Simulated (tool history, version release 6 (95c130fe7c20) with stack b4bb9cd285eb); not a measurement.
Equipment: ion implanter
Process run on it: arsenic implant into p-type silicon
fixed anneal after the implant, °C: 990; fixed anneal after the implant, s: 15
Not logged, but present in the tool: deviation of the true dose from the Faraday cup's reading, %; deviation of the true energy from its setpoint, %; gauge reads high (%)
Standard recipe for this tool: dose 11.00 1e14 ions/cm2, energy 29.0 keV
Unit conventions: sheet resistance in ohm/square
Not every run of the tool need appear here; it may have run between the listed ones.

run,hour,dose,energy,wafers since the last listed run,hours since the last dose calibration,hours since the extraction supply was calibrated,hours since the gauge calibration,"read-back reference wafer on the same gauge, sheet resistance",sheet resistance
1,0.0,12.84,29.0,0,1185.1,2460.1,1328.6,145.00,110.69
2,24.8,12.84,29.0,461,1209.9,2484.9,1353.4,145.08,111.47
3,61.5,13.27,21.5,683,1246.6,2521.6,1390.1,144.86,124.60
4,114.6,13.27,21.5,988,1299.7,2574.7,1443.2,145.15,123.83
5,166.5,13.27,21.5,966,1351.6,2626.6,1495.1,144.96,123.93
6,209.2,11.00,29.0,795,1394.3,2669.3,1537.8,144.86,118.30
7,256.3,11.00,29.0,876,1441.4,2716.4,1584.9,145.01,118.88
8,326.5,11.00,29.0,1307,1511.6,2786.6,1655.1,144.95,118.34
9,374.4,11.00,29.0,891,1559.5,2834.5,1703.0,145.02,118.08
10,418.9,11.00,29.0,828,1604.0,2879.0,1747.5,145.11,118.09
11,465.0,11.00,29.0,858,1650.1,2925.1,1793.6,145.05,118.16
12,535.1,11.00,29.0,1305,1720.2,2995.2,1863.7,145.14,118.62
13,566.5,9.33,29.0,584,1751.6,3026.6,1895.1,145.09,128.86
14,629.4,9.33,29.0,1171,1814.5,3089.5,1958.0,144.98,128.76
# hour 664.9: gauge calibrated
15,715.2,13.83,34.5,1597,1900.3,3175.3,50.3,144.97,101.14
16,774.7,8.67,21.0,1107,1959.8,3234.8,109.8,145.04,147.73
# hour 818.8: Faraday cup replaced and dose calibrated
17,819.3,9.75,35.0,681,0.5,3279.4,154.4,145.02,123.17
18,845.3,9.58,26.0,484,26.5,3305.4,180.4,145.01,134.94
# hour 873.5: extraction supply calibrated
19,916.5,11.00,29.0,1176,97.7,43.0,251.6,145.02,120.80
20,960.6,12.84,29.0,821,141.8,87.1,295.7,144.80,112.73
21,1000.5,11.00,29.0,742,181.7,127.0,335.6,144.95,120.90
22,1025.9,7.79,19.0,472,207.1,152.4,361.0,145.14,164.67
23,1080.1,11.00,29.0,1009,261.3,206.6,415.2,144.93,120.54
24,1108.1,11.00,29.0,521,289.3,234.6,443.2,145.04,119.58

What does the tool deliver on the next run?
25,1313.7,9.73,20.5,3828,494.9,440.2,648.8,?,?

read-back reference wafer on the same gauge, sheet resistance: 144.99
sheet resistance: 142.89 ohm/square
Were there no unlogged condition in the tool, this run, its random variation unchanged, would have produced sheet resistance 143.96 ohm/square.
